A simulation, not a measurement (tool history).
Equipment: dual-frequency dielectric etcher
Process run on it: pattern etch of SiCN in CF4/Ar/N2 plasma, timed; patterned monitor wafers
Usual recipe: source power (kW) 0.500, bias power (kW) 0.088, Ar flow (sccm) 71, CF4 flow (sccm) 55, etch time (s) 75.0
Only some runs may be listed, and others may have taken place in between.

| run | hour | source power (kW) | bias power (kW) | Ar flow (sccm) | CF4 flow (sccm) | etch time (s) | wafers since the last listed run | hours since the last wet clean | hours since the last source power generator calibration | hours since the last bias power generator calibration | hours since the last Ar flow controller change | hours since the last CF4 flow controller change | hours since the last upper electrode change | hours since the gauge calibration | read-back reference wafer on the same gauge, depth_nm | mean etch depth across the wafer (angstrom) |
|---|---|---|---|---|---|---|---|---|---|---|---|---|---|---|---|---|
| 1 | 0.0 | 0.500 | 0.094 | 71 | 55 | 75.0 | 0 | 344.9 | 2064.6 | 4004.7 | 4972.4 | 4071.4 | 3384.2 | 143.7 | 84.5 | 812 |
| 2 | 13.9 | 0.500 | 0.094 | 71 | 55 | 75.0 | 204 | 358.8 | 2078.5 | 4018.6 | 4986.3 | 4085.3 | 3398.1 | 157.6 | 84.5 | 813 |
| 3 | 20.5 | 0.500 | 0.101 | 71 | 55 | 75.0 | 97 | 365.4 | 2085.1 | 4025.2 | 4992.9 | 4091.9 | 3404.7 | 164.2 | 84.6 | 822 |
| 4 | 32.7 | 0.500 | 0.101 | 71 | 55 | 75.0 | 179 | 377.6 | 2097.3 | 4037.4 | 5005.1 | 4104.1 | 3416.9 | 176.4 | 84.5 | 829 |
| 5 | 48.4 | 0.500 | 0.101 | 71 | 55 | 75.0 | 231 | 393.3 | 2113.0 | 4053.1 | 5020.8 | 4119.8 | 3432.6 | 192.1 | 84.5 | 827 |
|  | 68.4 | CF4 flow controller replaced |
| 6 | 68.9 | 0.500 | 0.088 | 71 | 55 | 75.0 | 213 | 413.8 | 2133.5 | 4073.6 | 5041.3 | 0.5 | 3453.1 | 212.6 | 84.4 | 808 |
|  | 74.4 | gauge calibrated |
| 7 | 115.3 | 0.500 | 0.088 | 71 | 55 | 75.0 | 683 | 460.2 | 2179.9 | 4120.0 | 5087.7 | 46.9 | 3499.5 | 40.9 | 84.4 | 809 |
| 8 | 133.2 | 0.500 | 0.088 | 84 | 55 | 75.0 | 263 | 478.1 | 2197.8 | 4137.9 | 5105.6 | 64.8 | 3517.4 | 58.8 | 84.4 | 789 |
|  | 144.7 | Ar flow controller replaced |
|  | 157.3 | wet clean of the chamber |
| 9 | 157.8 | 0.450 | 0.088 | 65 | 55 | 75.0 | 89 | 0.5 | 2222.4 | 4162.5 | 13.1 | 89.4 | 3542.0 | 83.4 | 84.5 | 698 |
| 10 | 163.7 | 0.500 | 0.108 | 71 | 55 | 89.0 | 86 | 6.4 | 2228.3 | 4168.4 | 19.0 | 95.3 | 3547.9 | 89.3 | 84.6 | 952 |
| 11 | 179.7 | 0.500 | 0.088 | 66 | 55 | 75.0 | 235 | 22.4 | 2244.3 | 4184.4 | 35.0 | 111.3 | 3563.9 | 105.3 | 84.5 | 779 |
|  | 188.5 | bias power generator calibrated |
|  | 191.8 | source power generator calibrated |
| 12 | 192.3 | 0.500 | 0.088 | 71 | 55 | 75.0 | 77 | 35.0 | 0.5 | 3.8 | 47.6 | 123.9 | 3576.5 | 117.9 | 84.6 | 774 |
| 13 | 202.2 | 0.500 | 0.088 | 71 | 55 | 75.0 | 145 | 44.9 | 10.4 | 13.7 | 57.5 | 133.8 | 3586.4 | 127.8 | 84.5 | 776 |
|  | 227.5 | upper electrode replaced |
| 14 | 228.0 | 0.500 | 0.074 | 71 | 50 | 75.0 | 26 | 70.7 | 36.2 | 39.5 | 83.3 | 159.6 | 0.5 | 153.6 | 84.5 | 742 |
| 15 | 228.3 | 0.500 | 0.088 | 71 | 55 | 75.0 | 4 | 71.0 | 36.5 | 39.8 | 83.6 | 159.9 | 0.8 | 153.9 | 84.6 | 778 |
| 16 | 238.0 | 0.500 | 0.088 | 71 | 55 | 66.0 | 142 | 80.7 | 46.2 | 49.5 | 93.3 | 169.6 | 10.5 | 163.6 | 84.5 | 685 |
| 17 | 254.9 | 0.500 | 0.109 | 87 | 60 | 55.5 | 248 | 97.6 | 63.1 | 66.4 | 110.2 | 186.5 | 27.4 | 180.5 | 84.5 | 594 |
| 18 | 272.5 | 0.460 | 0.110 | 71 | 67 | 90.0 | 259 | 115.2 | 80.7 | 84.0 | 127.8 | 204.1 | 45.0 | 198.1 | 84.4 | 913 |
| 19 | 281.0 | 0.430 | 0.088 | 71 | 63 | 75.0 | 125 | 123.7 | 89.2 | 92.5 | 136.3 | 212.6 | 53.5 | 206.6 | 84.5 | 674 |
| 20 | 295.0 | 0.420 | 0.088 | 71 | 55 | 65.0 | 206 | 137.7 | 103.2 | 106.5 | 150.3 | 226.6 | 67.5 | 220.6 | 84.5 | 563 |

Each row is a separate what-if for the run after 20, all from the same tool condition, not one after another. Results?
| A | 295.4 | 0.500 | 0.088 | 71 | 55 | 75.0 | 5 | 138.1 | 103.6 | 106.9 | 150.7 | 227.0 | 67.9 | 221.0 | ? | ? |
| B | 295.4 | 0.500 | 0.088 | 71 | 65 | 57.5 | 5 | 138.1 | 103.6 | 106.9 | 150.7 | 227.0 | 67.9 | 221.0 | ? | ? |
| C | 295.4 | 0.500 | 0.079 | 71 | 68 | 56.5 | 5 | 138.1 | 103.6 | 106.9 | 150.7 | 227.0 | 67.9 | 221.0 | ? | ? |
| D | 295.4 | 0.450 | 0.088 | 71 | 55 | 75.0 | 5 | 138.1 | 103.6 | 106.9 | 150.7 | 227.0 | 67.9 | 221.0 | ? | ? |
| E | 295.4 | 0.430 | 0.096 | 55 | 55 | 75.0 | 5 | 138.1 | 103.6 | 106.9 | 150.7 | 227.0 | 67.9 | 221.0 | ? | ? |

| run | read-back reference wafer on the same gauge, depth_nm | mean etch depth across the wafer (angstrom) |
|---|---|---|
| A | 84.5 | 784 |
| B | 84.5 | 613 |
| C | 84.5 | 594 |
| D | 84.5 | 700 |
| E | 84.5 | 698 |
Had the tool no hidden state, the same runs would have come out as:
| run | mean etch depth across the wafer (angstrom) |
|---|---|
| A | 767 |
| B | 600 |
| C | 582 |
| D | 686 |
| E | 684 |
